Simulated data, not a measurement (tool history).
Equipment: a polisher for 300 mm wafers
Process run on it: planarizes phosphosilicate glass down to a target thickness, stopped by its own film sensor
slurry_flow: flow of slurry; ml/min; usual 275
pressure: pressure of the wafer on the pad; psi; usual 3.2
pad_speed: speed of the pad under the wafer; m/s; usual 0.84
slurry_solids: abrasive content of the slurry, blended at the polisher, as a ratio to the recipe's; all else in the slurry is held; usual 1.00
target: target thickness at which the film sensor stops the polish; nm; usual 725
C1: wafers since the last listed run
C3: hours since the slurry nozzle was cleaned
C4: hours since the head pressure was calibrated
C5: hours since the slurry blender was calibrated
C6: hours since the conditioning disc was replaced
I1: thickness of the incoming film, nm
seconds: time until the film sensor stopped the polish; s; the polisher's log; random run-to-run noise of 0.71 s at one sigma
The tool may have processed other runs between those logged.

{"run": 1, "hour": 0.0, "slurry_flow": 275, "pressure": 2.4, "pad_speed": 0.84, "slurry_solids": 1.0, "target": 725, "C1": 0, "wafers polished on this pad": 1789, "C3": 432.2, "C4": 1050.2, "C5": 52.8, "C6": 28.7, "I1": 1193.5, "seconds": 91.9}
{"run": 2, "hour": 27.5, "slurry_flow": 275, "pressure": 2.4, "pad_speed": 0.84, "slurry_solids": 1.0, "target": 725, "C1": 306, "wafers polished on this pad": 2095, "C3": 459.7, "C4": 1077.7, "C5": 80.3, "C6": 56.2, "I1": 1203.0, "seconds": 91.2}
{"hour": 39.1, "done": "worn pad replaced by a new one"}
{"hour": 40.9, "done": "head pressure recalibrated"}
{"run": 3, "hour": 56.1, "slurry_flow": 275, "pressure": 3.2, "pad_speed": 0.84, "slurry_solids": 1.0, "target": 725, "C1": 253, "wafers polished on this pad": 169, "C3": 488.3, "C4": 15.2, "C5": 108.9, "C6": 84.8, "I1": 1205.3, "seconds": 70.9}
{"run": 4, "hour": 85.1, "slurry_flow": 275, "pressure": 3.2, "pad_speed": 0.84, "slurry_solids": 1.0, "target": 725, "C1": 322, "wafers polished on this pad": 491, "C3": 517.3, "C4": 44.2, "C5": 137.9, "C6": 113.8, "I1": 1207.1, "seconds": 69.1}
{"hour": 104.1, "done": "slurry blender recalibrated"}
{"run": 5, "hour": 161.0, "slurry_flow": 275, "pressure": 3.2, "pad_speed": 0.84, "slurry_solids": 1.0, "target": 725, "C1": 822, "wafers polished on this pad": 1314, "C3": 593.2, "C4": 120.1, "C5": 56.9, "C6": 189.7, "I1": 1178.7, "seconds": 67.1}
{"run": 6, "hour": 186.8, "slurry_flow": 275, "pressure": 3.2, "pad_speed": 0.84, "slurry_solids": 1.0, "target": 725, "C1": 287, "wafers polished on this pad": 1601, "C3": 619.0, "C4": 145.9, "C5": 82.7, "C6": 215.5, "I1": 1171.1, "seconds": 65.1}
{"hour": 217.6, "done": "conditioning disc replaced and pad reconditioned"}
{"run": 7, "hour": 218.1, "slurry_flow": 275, "pressure": 3.2, "pad_speed": 0.84, "slurry_solids": 1.0, "target": 725, "C1": 326, "wafers polished on this pad": 1927, "C3": 650.3, "C4": 177.2, "C5": 114.0, "C6": 0.5, "I1": 1166.4, "seconds": 65.4}
{"run": 8, "hour": 241.1, "slurry_flow": 275, "pressure": 3.2, "pad_speed": 0.84, "slurry_solids": 0.85, "target": 725, "C1": 256, "wafers polished on this pad": 2184, "C3": 673.3, "C4": 200.2, "C5": 137.0, "C6": 23.5, "I1": 1188.8, "seconds": 72.8}
{"hour": 246.6, "done": "worn pad replaced by a new one"}
{"run": 9, "hour": 255.6, "slurry_flow": 275, "pressure": 3.2, "pad_speed": 0.84, "slurry_solids": 1.0, "target": 725, "C1": 116, "wafers polished on this pad": 100, "C3": 687.8, "C4": 214.7, "C5": 151.5, "C6": 38.0, "I1": 1193.4, "seconds": 67.6}
{"run": 10, "hour": 275.8, "slurry_flow": 315, "pressure": 2.2, "pad_speed": 1.1, "slurry_solids": 1.0, "target": 865, "C1": 224, "wafers polished on this pad": 325, "C3": 708.0, "C4": 234.9, "C5": 171.7, "C6": 58.2, "I1": 1179.4, "seconds": 51.9}
{"hour": 305.8, "done": "slurry blender recalibrated"}
{"run": 11, "hour": 310.4, "slurry_flow": 225, "pressure": 3.2, "pad_speed": 1.02, "slurry_solids": 0.75, "target": 881, "C1": 362, "wafers polished on this pad": 687, "C3": 742.6, "C4": 269.5, "C5": 4.6, "C6": 92.8, "I1": 1196.3, "seconds": 45.9}
{"hour": 320.2, "done": "slurry nozzle cleaned"}
{"run": 12, "hour": 328.2, "slurry_flow": 275, "pressure": 2.4, "pad_speed": 0.6, "slurry_solids": 1.0, "target": 725, "C1": 187, "wafers polished on this pad": 874, "C3": 8.0, "C4": 287.3, "C5": 22.4, "C6": 110.6, "I1": 1176.8, "seconds": 114.1}
{"run": 13, "hour": 342.9, "slurry_flow": 275, "pressure": 3.2, "pad_speed": 0.98, "slurry_solids": 1.0, "target": 819, "C1": 163, "wafers polished on this pad": 1038, "C3": 22.7, "C4": 302.0, "C5": 37.1, "C6": 125.3, "I1": 1179.1, "seconds": 46.2}
{"run": 14, "hour": 362.3, "slurry_flow": 245, "pressure": 3.2, "pad_speed": 0.84, "slurry_solids": 1.0, "target": 725, "C1": 215, "wafers polished on this pad": 1254, "C3": 42.1, "C4": 321.4, "C5": 56.5, "C6": 144.7, "I1": 1185.0, "seconds": 68.6}
{"run": 15, "hour": 385.4, "slurry_flow": 275, "pressure": 3.2, "pad_speed": 0.6, "slurry_solids": 1.0, "target": 725, "C1": 257, "wafers polished on this pad": 1511, "C3": 65.2, "C4": 344.5, "C5": 79.6, "C6": 167.8, "I1": 1178.4, "seconds": 87.0}
{"run": 16, "hour": 400.6, "slurry_flow": 275, "pressure": 3.2, "pad_speed": 0.84, "slurry_solids": 1.0, "target": 793, "C1": 169, "wafers polished on this pad": 1680, "C3": 80.4, "C4": 359.7, "C5": 94.8, "C6": 183.0, "I1": 1191.4, "seconds": 57.6}
{"hour": 408.4, "done": "worn pad replaced by a new one"}
{"run": 17, "hour": 436.2, "slurry_flow": 275, "pressure": 3.2, "pad_speed": 0.84, "slurry_solids": 1.0, "target": 569, "C1": 351, "wafers polished on this pad": 309, "C3": 116.0, "C4": 395.3, "C5": 130.4, "C6": 218.6, "I1": 1180.4, "seconds": 89.1}
{"hour": 446.3, "done": "conditioning disc replaced and pad reconditioned"}
{"run": 18, "hour": 455.9, "slurry_flow": 275, "pressure": 3.2, "pad_speed": 0.84, "slurry_solids": 1.0, "target": 725, "C1": 197, "wafers polished on this pad": 506, "C3": 135.7, "C4": 415.0, "C5": 150.1, "C6": 9.6, "I1": 1190.4, "seconds": 66.3}
{"hour": 476.2, "done": "slurry blender recalibrated"}
{"run": 19, "hour": 482.3, "slurry_flow": 275, "pressure": 3.2, "pad_speed": 0.84, "slurry_solids": 0.75, "target": 725, "C1": 271, "wafers polished on this pad": 778, "C3": 162.1, "C4": 441.4, "C5": 6.1, "C6": 36.0, "I1": 1198.8, "seconds": 79.5}
{"run": 20, "hour": 505.6, "slurry_flow": 275, "pressure": 3.7, "pad_speed": 0.84, "slurry_solids": 1.0, "target": 725, "C1": 259, "wafers polished on this pad": 1037, "C3": 185.4, "C4": 464.7, "C5": 29.4, "C6": 59.3, "I1": 1179.4, "seconds": 56.9}
{"run": 21, "hour": 520.3, "slurry_flow": 275, "pressure": 3.8, "pad_speed": 0.7, "slurry_solids": 1.1, "target": 803, "C1": 163, "wafers polished on this pad": 1201, "C3": 200.1, "C4": 479.4, "C5": 44.1, "C6": 74.0, "I1": 1170.2, "seconds": 49.7}
{"run": 22, "hour": 543.4, "slurry_flow": 275, "pressure": 3.2, "pad_speed": 0.84, "slurry_solids": 1.0, "target": 725, "C1": 257, "wafers polished on this pad": 1458, "C3": 223.2, "C4": 502.5, "C5": 67.2, "C6": 97.1, "I1": 1187.5, "seconds": 67.5}
{"run": 23, "hour": 579.1, "slurry_flow": 330, "pressure": 3.2, "pad_speed": 0.84, "slurry_solids": 1.0, "target": 766, "C1": 397, "wafers polished on this pad": 1855, "C3": 258.9, "C4": 538.2, "C5": 102.9, "C6": 132.8, "I1": 1194.2, "seconds": 61.8}
{"hour": 584.6, "done": "worn pad replaced by a new one"}
{"run": 24, "hour": 601.8, "slurry_flow": 275, "pressure": 3.9, "pad_speed": 0.84, "slurry_solids": 0.8, "target": 790, "C1": 208, "wafers polished on this pad": 191, "C3": 281.6, "C4": 560.9, "C5": 125.6, "C6": 155.5, "I1": 1185.8, "seconds": 52.8}
{"run": 25, "hour": 635.1, "slurry_flow": 325, "pressure": 3.2, "pad_speed": 0.84, "slurry_solids": 1.3, "target": 883, "C1": 370, "wafers polished on this pad": 562, "C3": 314.9, "C4": 594.2, "C5": 158.9, "C6": 188.8, "I1": 1189.0, "seconds": 39.6}
{"hour": 638.5, "done": "slurry blender recalibrated"}
{"run": 26, "hour": 648.5, "slurry_flow": 275, "pressure": 3.2, "pad_speed": 0.84, "slurry_solids": 1.0, "target": 725, "C1": 126, "wafers polished on this pad": 689, "C3": 328.3, "C4": 607.6, "C5": 10.0, "C6": 202.2, "I1": 1189.5, "seconds": 68.4}

Below are 3 alternative next runs, each starting from the tool's condition after run 26. Predict each:
{"run": "A", "hour": 648.9, "slurry_flow": 275, "pressure": 3.2, "pad_speed": 0.84, "slurry_solids": 1.0, "target": 725, "C1": 4, "wafers polished on this pad": 693, "C3": 328.7, "C4": 608.0, "C5": 10.4, "C6": 202.6, "I1": 1193.6, "seconds": "?"}
{"run": "B", "hour": 648.9, "slurry_flow": 275, "pressure": 4.2, "pad_speed": 0.68, "slurry_solids": 1.1, "target": 725, "C1": 4, "wafers polished on this pad": 693, "C3": 328.7, "C4": 608.0, "C5": 10.4, "C6": 202.6, "I1": 1193.6, "seconds": "?"}
{"run": "C", "hour": 648.9, "slurry_flow": 275, "pressure": 2.9, "pad_speed": 0.84, "slurry_solids": 1.0, "target": 725, "C1": 4, "wafers polished on this pad": 693, "C3": 328.7, "C4": 608.0, "C5": 10.4, "C6": 202.6, "I1": 1193.6, "seconds": "?"}

run=A seconds=68.0
run=B seconds=59.1
run=C seconds=75.0
Had the tool no hidden state, the same runs would have come out as:
run=A seconds=68.0
run=B seconds=59.1
run=C seconds=75.0
